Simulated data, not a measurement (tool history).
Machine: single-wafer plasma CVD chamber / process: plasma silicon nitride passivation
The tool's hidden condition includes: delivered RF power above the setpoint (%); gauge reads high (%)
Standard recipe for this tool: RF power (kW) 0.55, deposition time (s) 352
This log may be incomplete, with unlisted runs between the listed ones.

| run | hour | RF power (kW) | deposition time (s) | wafers since the last listed run | hours since the last RF generator calibration | hours since the showerhead was replaced | hours since the gauge calibration | read-back reference wafer on the same gauge, thickness_nm | mean film thickness on the monitor wafer (nm) |
|---|---|---|---|---|---|---|---|---|---|
| 1 | 0 | 0.59 | 308 | 0 | 1406.9 | 5416.4 | 467.9 | 513.993 | 457.563 |
| 2 | 25.1 | 0.59 | 308 | 79 | 1432 | 5441.5 | 493 | 513.909 | 458.029 |
| 3 | 41.4 | 0.55 | 405 | 51 | 1448.3 | 5457.8 | 509.3 | 513.72 | 584.321 |
| 4 | 55.9 | 0.55 | 405 | 46 | 1462.8 | 5472.3 | 523.8 | 514.134 | 584.063 |
| 5 | 75.4 | 0.55 | 405 | 61 | 1482.3 | 5491.8 | 543.3 | 513.73 | 584.902 |
| 6 | 108.9 | 0.55 | 352 | 106 | 1515.8 | 5525.3 | 576.8 | 513.6 | 508.147 |
| 7 | 142.9 | 0.55 | 352 | 107 | 1549.8 | 5559.3 | 610.8 | 514.511 | 504.111 |
| 8 | 175.4 | 0.55 | 352 | 103 | 1582.3 | 5591.8 | 643.3 | 513.774 | 506.449 |
|  | 186.8 | gauge calibrated |
| 9 | 204.2 | 0.55 | 352 | 91 | 1611.1 | 5620.6 | 17.4 | 514.221 | 504.175 |
| 10 | 226.4 | 0.55 | 352 | 70 | 1633.3 | 5642.8 | 39.6 | 514.208 | 502.801 |
| 11 | 246.2 | 0.55 | 352 | 62 | 1653.1 | 5662.6 | 59.4 | 513.888 | 507.151 |
| 12 | 321.3 | 0.55 | 352 | 238 | 1728.2 | 5737.7 | 134.5 | 513.68 | 503.138 |
| 13 | 356.7 | 0.55 | 352 | 112 | 1763.6 | 5773.1 | 169.9 | 514.176 | 505.314 |
|  | 389.5 | RF generator calibrated |
| 14 | 390 | 0.55 | 352 | 80 | 0.5 | 5806.4 | 203.2 | 514.036 | 514.828 |
| 15 | 410.9 | 0.55 | 315 | 66 | 21.4 | 5827.3 | 224.1 | 513.816 | 461.71 |
| 16 | 438.4 | 0.55 | 352 | 87 | 48.9 | 5854.8 | 251.6 | 514.284 | 510.537 |
| 17 | 457.7 | 0.55 | 352 | 61 | 68.2 | 5874.1 | 270.9 | 514.349 | 515.833 |
| 18 | 482.8 | 0.55 | 352 | 79 | 93.3 | 5899.2 | 296 | 514.239 | 514.034 |
| 19 | 499.9 | 0.575 | 352 | 54 | 110.4 | 5916.3 | 313.1 | 513.735 | 523.928 |
| 20 | 517.5 | 0.575 | 352 | 55 | 128 | 5933.9 | 330.7 | 513.899 | 524.714 |
| 21 | 538.9 | 0.55 | 352 | 67 | 149.4 | 5955.3 | 352.1 | 514.4 | 515.769 |
| 22 | 559.8 | 0.635 | 410 | 66 | 170.3 | 5976.2 | 373 | 513.922 | 629.604 |
| 23 | 581.5 | 0.505 | 388 | 68 | 192 | 5997.9 | 394.7 | 514.103 | 549.025 |
| 24 | 598.4 | 0.465 | 309 | 53 | 208.9 | 6014.8 | 411.6 | 514.125 | 420.864 |
| 25 | 624.3 | 0.49 | 352 | 82 | 234.8 | 6040.7 | 437.5 | 514.313 | 491.247 |
| 26 | 674.1 | 0.55 | 352 | 158 | 284.6 | 6090.5 | 487.3 | 513.847 | 512.53 |
| 27 | 700.9 | 0.55 | 388 | 85 | 311.4 | 6117.3 | 514.1 | 513.396 | 567.835 |
| 28 | 735.2 | 0.55 | 352 | 108 | 345.7 | 6151.6 | 548.4 | 513.985 | 515.876 |
| 29 | 756.8 | 0.55 | 352 | 68 | 367.3 | 6173.2 | 570 | 513.84 | 515.198 |
| 30 | 775.3 | 0.48 | 286 | 58 | 385.8 | 6191.7 | 588.5 | 513.795 | 396.804 |
|  | 794.6 | gauge calibrated |
| 31 | 809.5 | 0.465 | 309 | 108 | 420 | 6225.9 | 14.9 | 514.009 | 421.454 |
|  | 838.9 | showerhead replaced |
| 32 | 839.4 | 0.645 | 319 | 69 | 449.9 | 0.5 | 44.8 | 513.546 | 493.675 |
| 33 | 859.1 | 0.55 | 352 | 62 | 469.6 | 20.2 | 64.5 | 513.308 | 515.436 |
| 34 | 891.3 | 0.55 | 352 | 102 | 501.8 | 52.4 | 96.7 | 513.971 | 511.878 |
| 35 | 908.6 | 0.55 | 352 | 54 | 519.1 | 69.7 | 114 | 513.923 | 510.274 |
| 36 | 922.4 | 0.55 | 307 | 43 | 532.9 | 83.5 | 127.8 | 514.052 | 449.057 |
| 37 | 941.4 | 0.55 | 352 | 60 | 551.9 | 102.5 | 146.8 | 513.966 | 513.52 |
| 38 | 960.6 | 0.445 | 299 | 60 | 571.1 | 121.7 | 166 | 513.81 | 403.668 |
| 39 | 978.4 | 0.45 | 405 | 56 | 588.9 | 139.5 | 183.8 | 513.951 | 545.438 |
| 40 | 994 | 0.66 | 371 | 49 | 604.5 | 155.1 | 199.4 | 513.906 | 576.576 |
| 41 | 1010.4 | 0.59 | 316 | 52 | 620.9 | 171.5 | 215.8 | 513.806 | 473.796 |
| 42 | 1043.5 | 0.62 | 307 | 105 | 654 | 204.6 | 248.9 | 513.646 | 469.062 |
| 43 | 1070.6 | 0.55 | 352 | 86 | 681.1 | 231.7 | 276 | 513.758 | 514.471 |

List, for all runs, the conditions of the tool that the log does not record:
gauge reads high (%): 0, the same for each run
H1: delivered RF power above the setpoint (%)
| run | H1 |
|---|---|
| 1 | -4.82 |
| 2 | -4.97 |
| 3 | -5.07 |
| 4 | -5.16 |
| 5 | -5.28 |
| 6 | -5.49 |
| 7 | -5.71 |
| 8 | -5.93 |
| 9 | -6.12 |
| 10 | -6.27 |
| 11 | -6.41 |
| 12 | -6.94 |
| 13 | -7.2 |
| 14 | -1.59 |
| 15 | -1.59 |
| 16 | -1.6 |
| 17 | -1.6 |
| 18 | -1.61 |
| 19 | -1.62 |
| 20 | -1.63 |
| 21 | -1.64 |
| 22 | -1.65 |
| 23 | -1.67 |
| 24 | -1.68 |
| 25 | -1.71 |
| 26 | -1.76 |
| 27 | -1.8 |
| 28 | -1.84 |
| 29 | -1.88 |
| 30 | -1.9 |
| 31 | -1.96 |
| 32 | -2.02 |
| 33 | -2.06 |
| 34 | -2.12 |
| 35 | -2.16 |
| 36 | -2.19 |
| 37 | -2.23 |
| 38 | -2.28 |
| 39 | -2.32 |
| 40 | -2.36 |
| 41 | -2.4 |
| 42 | -2.49 |
| 43 | -2.57 |
